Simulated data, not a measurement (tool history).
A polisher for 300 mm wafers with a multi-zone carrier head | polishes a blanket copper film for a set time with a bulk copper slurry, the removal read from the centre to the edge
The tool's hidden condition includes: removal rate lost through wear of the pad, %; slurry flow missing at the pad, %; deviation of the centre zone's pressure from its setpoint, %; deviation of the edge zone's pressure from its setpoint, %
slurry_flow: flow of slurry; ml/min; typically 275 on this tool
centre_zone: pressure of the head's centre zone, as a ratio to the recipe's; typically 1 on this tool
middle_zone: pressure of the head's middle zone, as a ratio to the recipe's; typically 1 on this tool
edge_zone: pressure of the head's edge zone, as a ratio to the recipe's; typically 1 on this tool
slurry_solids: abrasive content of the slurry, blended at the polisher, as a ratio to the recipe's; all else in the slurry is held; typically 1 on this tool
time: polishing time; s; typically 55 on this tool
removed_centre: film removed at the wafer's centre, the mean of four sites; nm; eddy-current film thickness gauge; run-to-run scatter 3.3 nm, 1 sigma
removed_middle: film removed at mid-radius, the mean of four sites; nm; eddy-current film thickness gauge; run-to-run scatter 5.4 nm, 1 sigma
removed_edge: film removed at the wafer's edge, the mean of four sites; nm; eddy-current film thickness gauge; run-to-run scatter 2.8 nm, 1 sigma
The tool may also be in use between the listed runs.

run     day  slurry_flow  centre_zone  middle_zone  edge_zone  slurry_solids  time  wafers since the last listed run  wafers polished on this pad  hours since the slurry nozzle was cleaned  hours since the centre zone pressure was calibrated  hours since the edge zone pressure was calibrated  hours since the carrier head's membrane was replaced  incoming thickness of the incoming film, nm  removed_centre  removed_middle  removed_edge
  1       0          220            1            1          1              1    55                                 0                         3998                                        529                                                388.1                                               47.7                                                 149.6                                       3074.2           318.4           330.3         338.8
      1.317  -- slurry nozzle cleaned
  2   2.738          205         1.07            1       0.96              1    55                               714                         4713                                       34.1                                                453.8                                              113.4                                                 215.3                                       2989.9             375           362.7           349
       4.45  -- worn pad replaced by a new one
  3   5.917          275         0.93            1          1              1    55                               798                          388                                      110.4                                                530.1                                              189.7                                                 291.6                                       2983.9           342.6           363.7         364.4
  4       7          275            1            1          1              1    55                               287                          676                                      136.4                                                556.1                                              215.7                                                 317.6                                       3023.7           357.5           370.8         360.4
  5  14.179          275            1            1       1.03              1    55                              1904                         2580                                      308.7                                                728.4                                                388                                                 489.9                                       2967.9             344           354.9           361
  6  19.562          275            1            1          1              1    55                              1427                         4008                                      437.9                                                857.6                                              517.2                                                 619.1                                       3033.1           349.7           350.2           351
     20.017  -- centre zone pressure recalibrated
  7  21.621          330          1.1            1       0.93              1    55                               523                         4531                                      487.3                                                 38.5                                              566.6                                                 668.5                                       3037.4           394.6           363.1           348
     24.029  -- slurry nozzle cleaned
  8  24.512          275         1.03            1       1.09              1    55                               755                         5287                                       11.6                                                107.9                                                636                                                 737.9                                       3001.8           382.6           381.8         384.7
  9  27.288          275            1            1       0.94              1    55                               735                         6023                                       78.2                                                174.5                                              702.6                                                 804.5                                       2990.3           368.7           364.7         355.2
     28.062  -- worn pad replaced by a new one
 10  29.192          275            1            1          1            1.1    55                               460                          299                                      123.9                                                220.2                                              748.3                                                 850.2                                       2988.5           376.4           370.9         376.9
 11  32.083          275            1         1.11          1              1    55                               766                         1066                                      193.3                                                289.6                                              817.7                                                 919.6                                       3013.6           351.6           392.7         356.9
 12  34.833          310         0.93            1          1            0.7    72                               729                         1795                                      259.3                                                355.6                                              883.7                                                 985.6                                       2987.4           376.7           414.9           405
 13  37.242          250         0.96         1.07          1              1    55                               638                         2434                                      317.1                                                413.4                                              941.5                                                1043.4                                       3030.5           329.1           367.3         351.8
     37.808  -- carrier head's membrane replaced by a new one
 14  38.746          245            1            1          1              1    55                               343                         2778                                      353.2                                                449.5                                              977.6                                                  22.5                                       2962.5           344.8           339.5         350.1
 15  40.946          275         0.94            1          1              1    40                               583                         3361                                        406                                                502.3                                             1030.4                                                  75.3                                       2964.6           232.1           262.1           258
 16  43.092          275            1            1          1              1    55                               569                         3930                                      457.5                                                553.8                                             1081.9                                                 126.8                                       3016.8           347.7           348.6         358.3
 17  45.633          275            1         0.94          1              1    69                               674                         4604                                      518.5                                                614.8                                             1142.9                                                 187.8                                       3041.5           432.5           417.9         436.8
     46.179  -- slurry nozzle cleaned
 18  46.888          315            1            1          1              1    55                               321                         4926                                         17                                                644.9                                               1173                                                 217.9                                       2978.6           375.2           387.8           375
 19  48.942          275            1            1       0.92              1    55                               544                         5471                                       66.3                                                694.2                                             1222.3                                                 267.2                                       2994.5           362.6           375.1         350.3
 20  50.142          275            1            1          1            1.3    64                               318                         5789                                       95.1                                                  723                                             1251.1                                                   296                                       3022.5           462.4           468.5         464.2

5 options for the next run, each taken on its own from the tool as it stands now. Forecast them:
  A  50.158          355            1            1          1              1    55                                 4                         5793                                       95.5                                                723.4                                             1251.5                                                 296.4                                       2984.8               ?               ?             ?
  B  50.158          275            1         1.05       1.09              1    49                                 4                         5793                                       95.5                                                723.4                                             1251.5                                                 296.4                                       2984.8               ?               ?             ?
  C  50.158          275            1            1       0.93              1    42                                 4                         5793                                       95.5                                                723.4                                             1251.5                                                 296.4                                       2984.8               ?               ?             ?
  D  50.158          275            1         1.12          1              1    68                                 4                         5793                                       95.5                                                723.4                                             1251.5                                                 296.4                                       2984.8               ?               ?             ?
  E  50.158          275            1            1          1           1.25    55                                 4                         5793                                       95.5                                                723.4                                             1251.5                                                 296.4                                       2984.8               ?               ?             ?

run  removed_centre  removed_middle  removed_edge
  A           381.6           372.4         376.2
  B           328.3           334.2         341.2
  C           281.3           275.5           271
  D           455.8           488.7         453.4
  E           397.9           389.7         396.7
The same runs, with their run-to-run variation unchanged, on a tool lacking any hidden condition would have given:
run  removed_centre  removed_middle  removed_edge
  A           389.9           379.7         381.8
  B           337.7           342.8         347.8
  C           289.4           282.6         276.2
  D           468.9           501.4         462.2
  E           409.3           399.7         404.4
